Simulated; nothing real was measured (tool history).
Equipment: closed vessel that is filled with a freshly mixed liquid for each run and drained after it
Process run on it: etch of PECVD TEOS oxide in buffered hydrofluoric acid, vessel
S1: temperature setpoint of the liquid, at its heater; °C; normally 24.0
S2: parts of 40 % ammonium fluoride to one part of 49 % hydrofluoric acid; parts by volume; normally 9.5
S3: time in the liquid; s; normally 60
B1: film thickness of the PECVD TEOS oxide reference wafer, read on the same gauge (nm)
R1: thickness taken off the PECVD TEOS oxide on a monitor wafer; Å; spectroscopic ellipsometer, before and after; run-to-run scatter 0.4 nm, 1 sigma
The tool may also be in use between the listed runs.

run,day,S1,S2,S3,B1,R1
1,0.000,24.0,9.5,65,50.03,1189.3
2,3.362,24.0,9.5,65,50.01,1184.2
3,6.708,24.0,9.5,65,50.00,1190.4
4,15.833,24.0,9.5,35,49.96,643.0
5,29.317,24.0,9.5,35,50.02,649.2
# day 31.312: thermometer replaced
6,33.383,26.0,9.5,75,49.97,1539.3
7,35.908,26.0,9.5,75,49.98,1557.4
8,38.692,26.0,9.5,75,50.00,1548.6
9,42.983,24.0,8.0,60,50.02,1354.2
# day 43.567: hydrofluoric acid flow meter replaced
10,46.233,24.0,8.0,60,50.02,1263.4
11,49.492,24.0,8.0,60,49.95,1281.4
12,52.562,24.0,9.5,60,50.00,1075.1
13,54.154,24.0,9.5,60,50.00,1082.4
14,56.225,24.0,9.5,60,50.00,1075.5
15,60.142,24.0,9.5,60,49.97,1083.5
# day 63.583: gauge calibrated
16,64.392,20.0,11.0,75,49.98,964.1
17,67.008,24.0,9.5,65,49.96,1176.1
18,69.138,22.0,12.0,45,50.03,596.9
19,72.133,24.0,9.5,30,50.05,545.3
# day 72.879: thermometer replaced
20,74.404,25.5,9.5,60,49.98,1175.4
21,76.012,28.0,9.5,75,50.00,1700.6
22,77.842,24.0,9.5,60,49.98,1087.5
23,81.762,24.0,9.5,60,49.99,1098.7
24,84.312,24.0,9.5,60,49.96,1093.9
25,88.788,22.5,11.0,75,50.02,1120.5
26,92.908,24.0,9.5,60,50.01,1087.1
27,96.175,24.0,12.5,75,49.97,1077.8
28,99.754,27.5,9.5,35,50.02,775.9
29,103.571,24.0,9.5,60,49.99,1097.1
30,106.408,20.5,9.5,60,50.01,912.2
31,110.158,24.0,9.5,60,49.97,1097.0
32,111.883,22.5,9.5,60,50.02,1014.6
33,113.946,25.5,9.5,35,49.94,700.2
34,117.192,21.5,9.5,60,50.01,963.7

Per-run results on a tool with no hidden state, each run keeping its own random variation:
Unlogged tool condition in this case: liquid colder than its thermometer reads (K); hydrofluoric acid flow above the setpoint (%); gauge reads high (%).
run,R1
1,1161.4
2,1154.9
3,1159.5
4,624.1
5,626.6
6,1481.6
7,1496.5
8,1485.3
9,1264.0
10,1252.1
11,1267.0
12,1066.8
13,1073.4
14,1065.6
15,1071.9
16,945.7
17,1160.4
18,583.8
19,536.9
20,1156.4
21,1672.1
22,1068.5
23,1077.9
24,1072.1
25,1083.1
26,1061.9
27,1037.2
28,755.9
29,1067.3
30,886.4
31,1064.5
32,983.9
33,678.6
34,932.7

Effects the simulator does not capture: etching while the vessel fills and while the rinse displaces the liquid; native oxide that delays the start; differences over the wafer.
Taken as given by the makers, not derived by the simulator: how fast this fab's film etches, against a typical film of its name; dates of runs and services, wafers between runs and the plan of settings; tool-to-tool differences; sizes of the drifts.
